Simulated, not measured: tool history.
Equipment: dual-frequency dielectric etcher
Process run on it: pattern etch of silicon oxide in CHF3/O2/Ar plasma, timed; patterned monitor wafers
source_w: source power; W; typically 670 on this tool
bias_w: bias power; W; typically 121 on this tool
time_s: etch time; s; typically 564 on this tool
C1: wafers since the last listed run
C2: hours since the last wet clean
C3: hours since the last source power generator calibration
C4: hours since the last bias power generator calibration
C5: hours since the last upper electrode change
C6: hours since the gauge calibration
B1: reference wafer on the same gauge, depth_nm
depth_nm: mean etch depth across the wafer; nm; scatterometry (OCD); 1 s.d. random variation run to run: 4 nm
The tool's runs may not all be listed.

{"run": 1, "day": 0.0, "source_w": 670, "bias_w": 121, "time_s": 564, "C1": 0, "C2": 129.1, "C3": 2167.3, "C4": 3498.4, "C5": 4341.5, "C6": 503.7, "B1": 870.6, "depth_nm": 992.7}
{"run": 2, "day": 1.95, "source_w": 670, "bias_w": 121, "time_s": 564, "C1": 148, "C2": 175.9, "C3": 2214.1, "C4": 3545.2, "C5": 4388.3, "C6": 550.5, "B1": 869, "depth_nm": 988.2}
{"run": 3, "day": 4.121, "source_w": 670, "bias_w": 121, "time_s": 564, "C1": 165, "C2": 228, "C3": 2266.2, "C4": 3597.3, "C5": 4440.4, "C6": 602.6, "B1": 869.9, "depth_nm": 982.1}
{"run": 4, "day": 6.075, "source_w": 670, "bias_w": 121, "time_s": 564, "C1": 148, "C2": 274.9, "C3": 2313.1, "C4": 3644.2, "C5": 4487.3, "C6": 649.5, "B1": 869, "depth_nm": 985.8}
{"run": 5, "day": 7.262, "source_w": 670, "bias_w": 121, "time_s": 564, "C1": 90, "C2": 303.4, "C3": 2341.6, "C4": 3672.7, "C5": 4515.8, "C6": 678, "B1": 869.7, "depth_nm": 980.4}
{"run": 6, "day": 8.629, "source_w": 670, "bias_w": 121, "time_s": 564, "C1": 103, "C2": 336.2, "C3": 2374.4, "C4": 3705.5, "C5": 4548.6, "C6": 710.8, "B1": 870.9, "depth_nm": 991.1}
{"run": 7, "day": 11.533, "source_w": 670, "bias_w": 121, "time_s": 564, "C1": 220, "C2": 405.9, "C3": 2444.1, "C4": 3775.2, "C5": 4618.3, "C6": 780.5, "B1": 870.4, "depth_nm": 988.1}
{"run": 8, "day": 14.15, "source_w": 670, "bias_w": 121, "time_s": 564, "C1": 199, "C2": 468.7, "C3": 2506.9, "C4": 3838, "C5": 4681.1, "C6": 843.3, "B1": 869.7, "depth_nm": 984}
{"run": 9, "day": 15.833, "source_w": 670, "bias_w": 97, "time_s": 564, "C1": 128, "C2": 509.1, "C3": 2547.3, "C4": 3878.4, "C5": 4721.5, "C6": 883.7, "B1": 869.9, "depth_nm": 900.1}
{"day": 18.821, "done": "wet clean of the chamber"}
{"run": 10, "day": 18.842, "source_w": 670, "bias_w": 121, "time_s": 564, "C1": 152, "C2": 0.5, "C3": 2619.5, "C4": 3950.6, "C5": 4793.7, "C6": 955.9, "B1": 869.8, "depth_nm": 990.4}
{"run": 11, "day": 20.242, "source_w": 720, "bias_w": 121, "time_s": 564, "C1": 106, "C2": 34.1, "C3": 2653.1, "C4": 3984.2, "C5": 4827.3, "C6": 989.5, "B1": 869.4, "depth_nm": 1013.8}
{"run": 12, "day": 22.254, "source_w": 720, "bias_w": 121, "time_s": 564, "C1": 153, "C2": 82.4, "C3": 2701.4, "C4": 4032.5, "C5": 4875.6, "C6": 1037.8, "B1": 871.3, "depth_nm": 1012.4}
{"run": 13, "day": 24.004, "source_w": 720, "bias_w": 121, "time_s": 564, "C1": 133, "C2": 124.4, "C3": 2743.4, "C4": 4074.5, "C5": 4917.6, "C6": 1079.8, "B1": 870.5, "depth_nm": 1020.9}
{"run": 14, "day": 26.004, "source_w": 670, "bias_w": 121, "time_s": 564, "C1": 152, "C2": 172.4, "C3": 2791.4, "C4": 4122.5, "C5": 4965.6, "C6": 1127.8, "B1": 869.9, "depth_nm": 986.1}
{"run": 15, "day": 27.317, "source_w": 670, "bias_w": 121, "time_s": 716, "C1": 99, "C2": 203.9, "C3": 2822.9, "C4": 4154, "C5": 4997.1, "C6": 1159.3, "B1": 871.1, "depth_nm": 1250.6}
{"day": 28.025, "done": "gauge calibrated"}
{"run": 16, "day": 29.546, "source_w": 670, "bias_w": 100, "time_s": 488.5, "C1": 169, "C2": 257.4, "C3": 2876.4, "C4": 4207.5, "C5": 5050.6, "C6": 36.5, "B1": 870.3, "depth_nm": 789.7}
{"run": 17, "day": 32.238, "source_w": 530, "bias_w": 97, "time_s": 644, "C1": 204, "C2": 322, "C3": 2941, "C4": 4272.1, "C5": 5115.2, "C6": 101.1, "B1": 870.7, "depth_nm": 928.9}
{"run": 18, "day": 33.546, "source_w": 670, "bias_w": 121, "time_s": 564, "C1": 99, "C2": 353.4, "C3": 2972.4, "C4": 4303.5, "C5": 5146.6, "C6": 132.5, "B1": 870.5, "depth_nm": 990.4}
{"day": 34.008, "done": "bias power generator calibrated"}
{"run": 19, "day": 34.583, "source_w": 670, "bias_w": 121, "time_s": 716.5, "C1": 66, "C2": 378.3, "C3": 2997.3, "C4": 13.8, "C5": 5171.5, "C6": 157.4, "B1": 870.6, "depth_nm": 1254.4}
{"run": 20, "day": 35.921, "source_w": 780, "bias_w": 113, "time_s": 564, "C1": 101, "C2": 410.4, "C3": 3029.4, "C4": 45.9, "C5": 5203.6, "C6": 189.5, "B1": 869.7, "depth_nm": 1021.8}
{"run": 21, "day": 37.492, "source_w": 670, "bias_w": 121, "time_s": 612, "C1": 119, "C2": 448.1, "C3": 3067.1, "C4": 83.6, "C5": 5241.3, "C6": 227.2, "B1": 869, "depth_nm": 1069.8}
{"run": 22, "day": 38.617, "source_w": 740, "bias_w": 98, "time_s": 450, "C1": 85, "C2": 475.1, "C3": 3094.1, "C4": 110.6, "C5": 5268.3, "C6": 254.2, "B1": 869.6, "depth_nm": 747.6}
{"day": 40.225, "done": "upper electrode replaced"}
{"day": 40.288, "done": "source power generator calibrated"}
{"day": 40.8, "done": "wet clean of the chamber"}
{"run": 23, "day": 41.608, "source_w": 670, "bias_w": 121, "time_s": 564, "C1": 107, "C2": 19.4, "C3": 31.7, "C4": 182.4, "C5": 33.2, "C6": 326, "B1": 869.8, "depth_nm": 985.9}
{"run": 24, "day": 48.396, "source_w": 670, "bias_w": 121, "time_s": 564, "C1": 516, "C2": 182.3, "C3": 194.6, "C4": 345.3, "C5": 196.1, "C6": 488.9, "B1": 869.9, "depth_nm": 987.9}
{"run": 25, "day": 51.375, "source_w": 550, "bias_w": 94, "time_s": 645, "C1": 226, "C2": 253.8, "C3": 266.1, "C4": 416.8, "C5": 267.6, "C6": 560.4, "B1": 870.9, "depth_nm": 938.2}
{"run": 26, "day": 53.0, "source_w": 670, "bias_w": 106, "time_s": 675, "C1": 123, "C2": 292.8, "C3": 305.1, "C4": 455.8, "C5": 306.6, "C6": 599.4, "B1": 868.9, "depth_nm": 1112.4}
{"run": 27, "day": 54.075, "source_w": 670, "bias_w": 121, "time_s": 564, "C1": 81, "C2": 318.6, "C3": 330.9, "C4": 481.6, "C5": 332.4, "C6": 625.2, "B1": 869.5, "depth_nm": 982.5}
{"run": 28, "day": 55.538, "source_w": 590, "bias_w": 140, "time_s": 636.5, "C1": 111, "C2": 353.7, "C3": 366, "C4": 516.7, "C5": 367.5, "C6": 660.3, "B1": 870.2, "depth_nm": 1118.2}

Here are 3 independent what-if runs from the current tool condition. What would each one return?
{"run": "A", "day": 55.562, "source_w": 520, "bias_w": 121, "time_s": 564, "C1": 1, "C2": 354.3, "C3": 366.6, "C4": 517.3, "C5": 368.1, "C6": 660.9, "B1": "?", "depth_nm": "?"}
{"run": "B", "day": 55.562, "source_w": 670, "bias_w": 121, "time_s": 680.5, "C1": 1, "C2": 354.3, "C3": 366.6, "C4": 517.3, "C5": 368.1, "C6": 660.9, "B1": "?", "depth_nm": "?"}
{"run": "C", "day": 55.562, "source_w": 820, "bias_w": 138, "time_s": 424.5, "C1": 1, "C2": 354.3, "C3": 366.6, "C4": 517.3, "C5": 368.1, "C6": 660.9, "B1": "?", "depth_nm": "?"}

run=A B1=869.7 depth_nm=888.3
run=B B1=869.7 depth_nm=1186.5
run=C B1=869.7 depth_nm=847.5
The same runs, with their run-to-run variation unchanged, on a tool lacking any hidden condition would have given:
run=A depth_nm=888.3
run=B depth_nm=1186.5
run=C depth_nm=847.5

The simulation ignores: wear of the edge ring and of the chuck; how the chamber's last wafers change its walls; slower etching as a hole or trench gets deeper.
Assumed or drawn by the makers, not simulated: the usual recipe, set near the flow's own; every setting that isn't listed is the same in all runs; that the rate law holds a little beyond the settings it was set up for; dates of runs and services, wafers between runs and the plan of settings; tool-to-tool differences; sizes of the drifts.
